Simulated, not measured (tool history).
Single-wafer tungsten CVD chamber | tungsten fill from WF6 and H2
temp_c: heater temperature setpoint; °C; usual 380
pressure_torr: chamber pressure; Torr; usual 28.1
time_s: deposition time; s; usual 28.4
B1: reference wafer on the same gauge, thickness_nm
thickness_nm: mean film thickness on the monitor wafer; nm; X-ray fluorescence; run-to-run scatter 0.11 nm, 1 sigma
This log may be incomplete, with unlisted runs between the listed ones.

Run 1, hour 0: usual settings; B1 53.063. Result: thickness_nm 52.259 nm.
Run 2, hour 11.2: usual settings but pressure_torr 24.3 Torr, time_s 32.7 s; B1 52.998. Result: thickness_nm 52.82 nm.
Run 3, hour 26.3: usual settings but pressure_torr 24.3 Torr, time_s 32.7 s; B1 53.002. Result: thickness_nm 52.941 nm.
Run 4, hour 32.8: usual settings; B1 52.989. Result: thickness_nm 52.058 nm.
Run 5, hour 48.6: usual settings; B1 53.006. Result: thickness_nm 51.791 nm.
Run 6, hour 57.6: usual settings; B1 52.998. Result: thickness_nm 52.022 nm.
At hour 70.6: capacitance manometer re-zeroed and calibrated.
Run 7, hour 73.8: usual settings; B1 52.962. Result: thickness_nm 51.839 nm.
At hour 82.7: showerhead replaced.
Run 8, hour 84.4: usual settings; B1 52.988. Result: thickness_nm 51.951 nm.
At hour 103.5: gauge calibrated.
At hour 105: thermocouple changed; heater temperature recalibrated.
Run 9, hour 105.5: usual settings but time_s 26.1 s; B1 53.002. Result: thickness_nm 47.733 nm.
Run 10, hour 114.5: usual settings but time_s 25.9 s; B1 53.026. Result: thickness_nm 47.361 nm.
Run 11, hour 129.6: usual settings; B1 52.972. Result: thickness_nm 51.93 nm.
Run 12, hour 138.8: usual settings but temp_c 385 °C; B1 52.954. Result: thickness_nm 56.636 nm.
Run 13, hour 150.2: usual settings but time_s 32.2 s; B1 52.99. Result: thickness_nm 59.147 nm.
Run 14, hour 160.1: usual settings but temp_c 385 °C, pressure_torr 23.9 Torr; B1 53.018. Result: thickness_nm 49.344 nm.

3 ways to go on from here, each from the tool as it stands after run 14. What would each give?
Run A, hour 160.5: usual settings but pressure_torr 23.3 Torr; B1 ?. Result: thickness_nm ?.
Run B, hour 160.5: usual settings but temp_c 386 °C; B1 ?. Result: thickness_nm ?.
Run C, hour 160.5: usual settings but time_s 30.3 s; B1 ?. Result: thickness_nm ?.

run      B1  thickness_nm
  A  52.955        43.998
  B  52.955        57.691
  C  52.955        55.403
Without the tool's hidden state the same runs would have given:
run  thickness_nm
  A        43.998
  B        57.691
  C        55.403
